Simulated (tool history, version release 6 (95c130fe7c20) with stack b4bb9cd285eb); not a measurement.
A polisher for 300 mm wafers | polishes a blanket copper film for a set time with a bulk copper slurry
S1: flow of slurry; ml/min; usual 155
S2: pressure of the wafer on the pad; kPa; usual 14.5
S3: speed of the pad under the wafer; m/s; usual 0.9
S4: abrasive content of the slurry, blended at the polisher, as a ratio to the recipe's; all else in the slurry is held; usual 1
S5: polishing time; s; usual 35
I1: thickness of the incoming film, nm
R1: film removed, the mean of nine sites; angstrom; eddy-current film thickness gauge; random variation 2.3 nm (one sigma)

| run | hour | S1 | S2 | S3 | S4 | S5 | I1 | R1 |
|---|---|---|---|---|---|---|---|---|
| 1 | 0 | 155 | 14.5 | 0.9 | 1 | 35 | 2882.5 | 2156 |
| 2 | 6 | 155 | 14.5 | 0.9 | 1 | 35 | 2954.8 | 2154 |
| 3 | 14 | 155 | 14.5 | 0.9 | 1 | 35 | 2931.2 | 2113 |
| 4 | 27.7 | 155 | 14.5 | 0.9 | 1 | 35 | 2917.8 | 2050 |
| 5 | 42.5 | 155 | 13.1 | 0.9 | 1 | 35 | 2858.5 | 1832 |
|  | 55.9 | worn pad replaced by a new one |
| 6 | 56.4 | 155 | 13.1 | 0.9 | 1 | 35 | 2906.7 | 1961 |
| 7 | 61.3 | 155 | 14.5 | 0.9 | 1 | 35 | 2927.6 | 2200 |
| 8 | 68.9 | 155 | 14.5 | 0.9 | 1 | 35 | 2906.2 | 2202 |
|  | 74 | slurry nozzle cleaned |
| 9 | 80.5 | 155 | 14.5 | 0.9 | 1 | 35 | 2883.1 | 2164 |
| 10 | 87.6 | 155 | 17.9 | 0.9 | 1 | 35 | 2907.1 | 2697 |
| 11 | 96.8 | 155 | 14.5 | 0.9 | 1 | 42 | 2887.3 | 2630 |
| 12 | 106.8 | 155 | 14.5 | 0.9 | 1 | 35 | 2926.3 | 2137 |
| 13 | 124.2 | 185 | 14.5 | 0.9 | 1.15 | 40 | 2937.3 | 2555 |
| 14 | 139.8 | 155 | 18.6 | 0.9 | 1 | 35 | 2918.1 | 2651 |
| 15 | 152.7 | 155 | 9.7 | 0.9 | 1 | 35 | 2944.9 | 1327 |
|  | 155.9 | slurry blender recalibrated |
| 16 | 163.2 | 155 | 14.5 | 0.9 | 0.8 | 35 | 2912.3 | 1913 |
|  | 168.6 | head pressure recalibrated |
|  | 171.3 | worn pad replaced by a new one |
| 17 | 181 | 155 | 17.9 | 1.08 | 1 | 44 | 2905.2 | 4044 |
| 18 | 191.8 | 155 | 14.5 | 0.9 | 1 | 35 | 2878.6 | 2234 |
| 19 | 204.8 | 155 | 14.5 | 0.74 | 1 | 40 | 2920.2 | 2074 |
| 20 | 221.1 | 185 | 14.5 | 1.12 | 0.75 | 39 | 2969.3 | 2756 |
| 21 | 231.6 | 155 | 14.5 | 0.64 | 1 | 35 | 2905.1 | 1522 |

4 ways to go on from here, each from the tool as it stands after run 21. What would each give?
| A | 232 | 155 | 14.5 | 0.9 | 1 | 35 | 2877.7 | ? |
| B | 232 | 135 | 12.4 | 0.62 | 1 | 25 | 2877.7 | ? |
| C | 232 | 155 | 17.9 | 0.9 | 1 | 45 | 2877.7 | ? |
| D | 232 | 155 | 14.5 | 1.02 | 1 | 35 | 2877.7 | ? |

| run | R1 |
|---|---|
| A | 2166 |
| B | 897 |
| C | 3447 |
| D | 2454 |
Without the tool's hidden state the same runs would have given:
| run | R1 |
|---|---|
| A | 2259 |
| B | 936 |
| C | 3596 |
| D | 2560 |

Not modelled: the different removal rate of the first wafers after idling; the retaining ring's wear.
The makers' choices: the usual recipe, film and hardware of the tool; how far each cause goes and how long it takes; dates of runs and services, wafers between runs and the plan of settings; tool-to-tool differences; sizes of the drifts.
